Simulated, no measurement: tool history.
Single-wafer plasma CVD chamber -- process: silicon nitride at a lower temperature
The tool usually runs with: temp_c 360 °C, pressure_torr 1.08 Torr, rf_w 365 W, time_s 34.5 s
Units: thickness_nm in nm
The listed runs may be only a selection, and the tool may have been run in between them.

run     day  temp_c  pressure_torr  rf_w  time_s  wafers since the last listed run  hours since the last thermocouple change  hours since the last RF generator calibration  hours since the last manometer calibration  hours since the showerhead was replaced  hours since the gauge calibration  read-back reference wafer on the same gauge, thickness_nm  thickness_nm
  1       0     360           1.08   365    34.5                                 0                                    2449.6                                          916.9                                      1733.5                                     3570                               94.5                                                     41.516        38.618
  2    0.75     360           1.08   365    34.5                               284                                    2467.6                                          934.9                                      1751.5                                     3588                              112.5                                                     41.487        38.677
  3   1.325     366           1.08   365    34.5                               218                                    2481.4                                          948.7                                      1765.3                                   3601.8                              126.3                                                     41.504        38.559
  4   1.829     360           1.08   365    34.5                               191                                    2493.5                                          960.8                                      1777.4                                   3613.9                              138.4                                                     41.513        38.674
  5   2.571     360           1.08   365    34.5                               281                                    2511.3                                          978.6                                      1795.2                                   3631.7                              156.2                                                      41.48        38.513
  6   2.838     360           1.08   365    34.5                               101                                    2517.7                                            985                                      1801.6                                   3638.1                              162.6                                                     41.481        38.569
  7   3.338     360           1.08   365    34.5                               189                                    2529.7                                            997                                      1813.6                                   3650.1                              174.6                                                     41.505        38.521
  8   3.983     360           1.08   365    34.5                               245                                    2545.2                                         1012.5                                      1829.1                                   3665.6                              190.1                                                     41.491         38.51
  9   4.604     360           1.19   365    34.5                               235                                    2560.1                                         1027.4                                        1844                                   3680.5                                205                                                     41.516        39.794
      4.708  -- gauge calibrated
 10   5.025     360           1.08   365    32.1                               159                                    2570.2                                         1037.5                                      1854.1                                   3690.6                                7.6                                                     41.521        35.795
      5.879  -- showerhead replaced
 11     5.9     352           1.08   350    34.5                               205                                    2591.2                                         1058.5                                      1875.1                                      0.5                               28.6                                                     41.499        36.932
 12   5.983     352           1.08   350    34.5                                31                                    2593.2                                         1060.5                                      1877.1                                      2.5                               30.6                                                     41.494        36.939
 13   6.333     347           1.23   365    32.7                               132                                    2601.6                                         1068.9                                      1885.5                                     10.9                                 39                                                     41.504        38.155
 14   6.929     349           1.21   365    34.5                               226                                    2615.9                                         1083.2                                      1899.8                                     25.2                               53.3                                                     41.502        40.109
 15   7.221     353           1.26   340    38.3                               110                                    2622.9                                         1090.2                                      1906.8                                     32.2                               60.3                                                     41.486        41.862
      7.671  -- RF generator calibrated
 16   7.692     351           1.28   420    28.6                                52                                    2634.2                                            0.5                                      1918.1                                     43.5                               71.6                                                     41.487        40.014
 17   7.996     366           1.08   365    34.5                               115                                    2641.5                                            7.8                                      1925.4                                     50.8                               78.9                                                     41.495         39.77
 18   8.362     360           0.94   430    34.5                               139                                    2650.3                                           16.6                                      1934.2                                     59.6                               87.7                                                     41.531        43.772
 19   8.712     354           1.08   365    34.5                               132                                    2658.7                                             25                                      1942.6                                       68                               96.1                                                     41.514        40.051
      9.442  -- capacitance manometer re-zeroed and calibrated
 20   9.462     360           0.95   365    32.4                               158                                    2676.7                                             43                                         0.5                                       86                              114.1                                                     41.473        34.526
      9.967  -- thermocouple changed; heater temperature recalibrated
 21   9.988     351           0.97   365    38.5                                72                                       0.5                                           55.6                                        13.1                                     98.6                              126.7                                                     41.494        41.507
 22  10.642     360           1.08   365    34.5                               248                                      16.2                                           71.3                                        28.8                                    114.3                              142.4                                                     41.505        38.586
 23  11.192     360           1.19   340    36.7                               208                                      29.4                                           84.5                                          42                                    127.5                              155.6                                                      41.52        39.605
 24  13.129     346           0.86   420      40                               735                                      75.9                                            131                                        88.5                                      174                              202.1                                                     41.507        46.598

Alternative continuations, all from the tool just after run 24; predict every row:
  A  13.146     360           1.08   365    34.5                                 6                                      76.3                                          131.4                                        88.9                                    174.4                              202.5                                                          ?             ?
  B  13.146     366            1.2   365    34.5                                 6                                      76.3                                          131.4                                        88.9                                    174.4                              202.5                                                          ?             ?
  C  13.146     364           0.88   320    34.5                                 6                                      76.3                                          131.4                                        88.9                                    174.4                              202.5                                                          ?             ?
  D  13.146     360           1.33   365    34.5                                 6                                      76.3                                          131.4                                        88.9                                    174.4                              202.5                                                          ?             ?

run  read-back reference wafer on the same gauge, thickness_nm  thickness_nm
  A                                                     41.496        38.612
  B                                                     41.496        39.986
  C                                                     41.496        31.055
  D                                                     41.496        41.475
The same runs, with their run-to-run variation unchanged, on a tool lacking any hidden condition would have given:
run  thickness_nm
  A        39.163
  B        40.556
  C        31.529
  D        42.067

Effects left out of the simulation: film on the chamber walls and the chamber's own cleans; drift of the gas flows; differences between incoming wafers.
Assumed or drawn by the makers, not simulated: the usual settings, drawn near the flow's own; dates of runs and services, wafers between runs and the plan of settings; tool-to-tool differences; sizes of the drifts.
